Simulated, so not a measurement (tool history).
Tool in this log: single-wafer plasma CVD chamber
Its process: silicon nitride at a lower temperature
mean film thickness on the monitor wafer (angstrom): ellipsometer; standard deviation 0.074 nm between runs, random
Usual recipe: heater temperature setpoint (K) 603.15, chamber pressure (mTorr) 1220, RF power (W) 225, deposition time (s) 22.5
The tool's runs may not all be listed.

run   hour  heater temperature setpoint (K)  chamber pressure (mTorr)  RF power (W)  deposition time (s)  read-back reference wafer on the same gauge, thickness_nm  mean film thickness on the monitor wafer (angstrom)
  1      0                           613.15                      1070           225                 22.5                                                     23.458                                               202.34
  2   24.4                           603.15                      1220           225                 22.5                                                     23.533                                               210.23
  3     55                           603.15                      1220           225                 22.5                                                     23.524                                               210.53
  4   86.4                           603.15                      1090           225                 22.5                                                     23.499                                               203.75
  5  121.8                           603.15                      1330           225                 22.5                                                     23.514                                               213.12
  6  134.8                           603.15                      1220           225                 22.5                                                     23.505                                               208.32
     162.4  -- gauge calibrated
  7  163.9                           603.15                      1220           225                 22.5                                                     23.513                                               210.82
  8  197.7                           603.15                       920           225                 22.5                                                     23.474                                               195.23
     222.1  -- capacitance manometer re-zeroed and calibrated
  9  225.6                           616.15                      1220           180                 22.5                                                      23.53                                               173.49
 10  241.4                           597.15                      1450           255                 22.5                                                     23.504                                               237.61
 11  266.5                           603.15                      1220           225                 22.5                                                       23.5                                               206.27
 12  282.1                           603.15                      1220           225                 22.5                                                     23.484                                               207.63
 13  309.8                           594.15                      1430           185                 22.5                                                     23.495                                               185.29
 14  343.1                           603.15                      1220           210                 24.4                                                     23.477                                               213.78
 15  355.2                           603.15                      1220           225                 20.6                                                     23.454                                               189.04
     389.3  -- capacitance manometer re-zeroed and calibrated, repeated, since the last time left the tool worse
 16  442.4                           600.15                      1220           225                 22.5                                                     23.502                                               213.03
 17  458.8                           610.15                      1220           200                 22.5                                                     23.485                                               194.41
 18  477.8                           603.15                      1220           225                 22.5                                                     23.511                                                212.6
 19  494.8                           603.15                      1220           225                 22.5                                                     23.477                                                212.6
 20    509                           603.15                      1220           225                 20.3                                                     23.508                                               192.02
 21  522.6                           603.15                      1010           225                 22.5                                                     23.498                                               203.18
 22  551.2                           603.15                      1310           195                 22.5                                                      23.49                                               195.21
 23  577.1                           603.15                      1220           225                 22.5                                                      23.53                                               212.92
 24  605.3                           609.15                      1410           225                 26.8                                                     23.471                                               262.15
 25  635.6                           607.15                      1220           225                 22.5                                                     23.501                                               211.29
 26  668.9                           603.15                       920           225                 22.5                                                      23.52                                                198.5
 27  701.4                           603.15                      1050           225                 22.5                                                     23.502                                               203.73
 28  726.6                           603.15                       930           180                 22.5                                                     23.519                                               165.63

Below, each run's measurement less what the same run would have read without the hidden state. Both values contain the same run-to-run variation, but the gauge's scatter may not be the same in both:
Hidden state present: wafer temperature above the value expected at the setpoint (K); delivered RF power above the setpoint (%); true pressure above the setpoint (%); gauge reads high (%).
run  mean film thickness on the monitor wafer (angstrom)
  1                                                -2.95
  2                                                   -3
  3                                                -3.16
  4                                                -3.39
  5                                                -3.52
  6                                                -3.52
  7                                                -3.73
  8                                                -4.07
  9                                                -4.82
 10                                                -6.36
 11                                                -5.73
 12                                                -5.78
 13                                                   -5
 14                                                -5.97
 15                                                -5.28
 16                                                -0.56
 17                                                -0.52
 18                                                -0.57
 19                                                -0.57
 20                                                -0.53
 21                                                 -0.6
 22                                                -0.56
 23                                                -0.63
 24                                                -0.78
 25                                                -0.67
 26                                                -0.71
 27                                                -0.76
 28                                                -0.65

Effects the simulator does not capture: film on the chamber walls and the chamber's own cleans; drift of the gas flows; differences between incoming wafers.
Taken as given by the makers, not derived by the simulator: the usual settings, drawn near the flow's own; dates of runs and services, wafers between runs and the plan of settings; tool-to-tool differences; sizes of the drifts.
